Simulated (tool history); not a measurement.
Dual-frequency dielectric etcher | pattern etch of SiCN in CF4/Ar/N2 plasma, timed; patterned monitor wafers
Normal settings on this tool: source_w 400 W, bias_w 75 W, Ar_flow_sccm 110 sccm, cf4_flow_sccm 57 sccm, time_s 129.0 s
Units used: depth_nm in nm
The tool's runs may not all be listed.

run     day  source_w  bias_w  Ar_flow_sccm  cf4_flow_sccm  time_s  wafers since the last listed run  hours since the last wet clean  hours since the last source power generator calibration  hours since the last bias power generator calibration  hours since the last Ar flow controller change  hours since the last CF4 flow controller change  hours since the last upper electrode change  hours since the gauge calibration  read-back reference wafer on the same gauge, depth_nm  depth_nm
  1   0.000       400      75           125             57   117.0                                 0                           477.3                                                   2919.0                                                 2163.0                                             4.9                                           3435.9                                       2926.3                             1199.4                                                  108.1      87.5
      2.329  -- upper electrode replaced
  2   2.571       400      75           110             57   129.0                               219                           539.0                                                   2980.7                                                 2224.7                                            66.6                                           3497.6                                          5.8                             1261.1                                                  108.0     100.2
  3   3.979       400      75           110             57   129.0                               197                           572.8                                                   3014.5                                                 2258.5                                           100.4                                           3531.4                                         39.6                             1294.9                                                  107.8     100.2
      6.912  -- wet clean of the chamber
  4   6.933       400      75           110             57   129.0                               273                             0.5                                                   3085.4                                                 2329.4                                           171.3                                           3602.3                                        110.5                             1365.8                                                  107.9     100.2
  5   8.950       400      75           110             57   129.0                               282                            48.9                                                   3133.8                                                 2377.8                                           219.7                                           3650.7                                        158.9                             1414.2                                                  107.9     100.2
  6  11.229       310      87           127             48   129.0                               318                           103.6                                                   3188.5                                                 2432.5                                           274.4                                           3705.4                                        213.6                             1468.9                                                  108.0      76.8
  7  13.483       400      75           110             57   129.0                               315                           157.7                                                   3242.6                                                 2486.6                                           328.5                                           3759.5                                        267.7                             1523.0                                                  108.1     100.8
  8  16.196       340      92            87             57   150.5                               379                           222.8                                                   3307.7                                                 2551.7                                           393.6                                           3824.6                                        332.8                             1588.1                                                  108.2     113.2
  9  17.604       490      82            87             47   129.0                               197                           256.6                                                   3341.5                                                 2585.5                                           427.4                                           3858.4                                        366.6                             1621.9                                                  108.0     132.2
 10  19.238       330      89           110             45   109.5                               228                           295.8                                                   3380.7                                                 2624.7                                           466.6                                           3897.6                                        405.8                             1661.1                                                  108.0      72.0
     21.975  -- source power generator calibrated
 11  22.029       400      75           110             57   129.0                               367                           362.8                                                      1.3                                                 2691.7                                           533.6                                           3964.6                                        472.8                             1728.1                                                  108.0     100.5
     22.954  -- bias power generator calibrated
     23.304  -- CF4 flow controller replaced
     24.012  -- gauge calibrated
 12  25.754       400      75           110             57   109.0                               462                           452.2                                                     90.7                                                   67.2                                           623.0                                             58.8                                        562.2                               41.8                                                  108.1      84.6
 13  28.167       400      93           122             48   112.0                               337                           510.1                                                    148.6                                                  125.1                                           680.9                                            116.7                                        620.1                               99.7                                                  107.9      90.8
     31.317  -- wet clean of the chamber
 14  31.338       400      75           125             57   117.0                               303                             0.5                                                    224.7                                                  201.2                                           757.0                                            192.8                                        696.2                              175.8                                                  108.1      88.6
 15  32.096       480      75           132             45    99.5                               106                            18.7                                                    242.9                                                  219.4                                           775.2                                            211.0                                        714.4                              194.0                                                  108.2      85.7
 16  33.133       430      75           110             47   129.0                               145                            43.6                                                    267.8                                                  244.3                                           800.1                                            235.9                                        739.3                              218.9                                                  108.1     104.8
 17  34.804       400      75           110             51   129.0                               233                            83.7                                                    307.9                                                  284.4                                           840.2                                            276.0                                        779.4                              259.0                                                  108.0      98.2
 18  36.296       400      75           110             57   129.0                               208                           119.5                                                    343.7                                                  320.2                                           876.0                                            311.8                                        815.2                              294.8                                                  107.9     100.1
 19  38.642       470      61           110             61   129.0                               328                           175.8                                                    400.0                                                  376.5                                           932.3                                            368.1                                        871.5                              351.1                                                  108.1     110.5
 20  39.838       370      75            99             62   150.5                               167                           204.5                                                    428.7                                                  405.2                                           961.0                                            396.8                                        900.2                              379.8                                                  108.0     112.0
 21  41.233       400      75           110             57   119.0                               195                           238.0                                                    462.2                                                  438.7                                           994.5                                            430.3                                        933.7                              413.3                                                  108.1      91.9

Predict the results of run 22:
 22  42.846       400      75           110             57   129.0                               225                           276.7                                                    500.9                                                  477.4                                          1033.2                                            469.0                                        972.4                              452.0                                                      ?         ?

read-back reference wafer on the same gauge, depth_nm: 108.0
depth_nm: 100.6 nm
With no hidden state in the tool, this same run would have given depth_nm 100.6 nm.
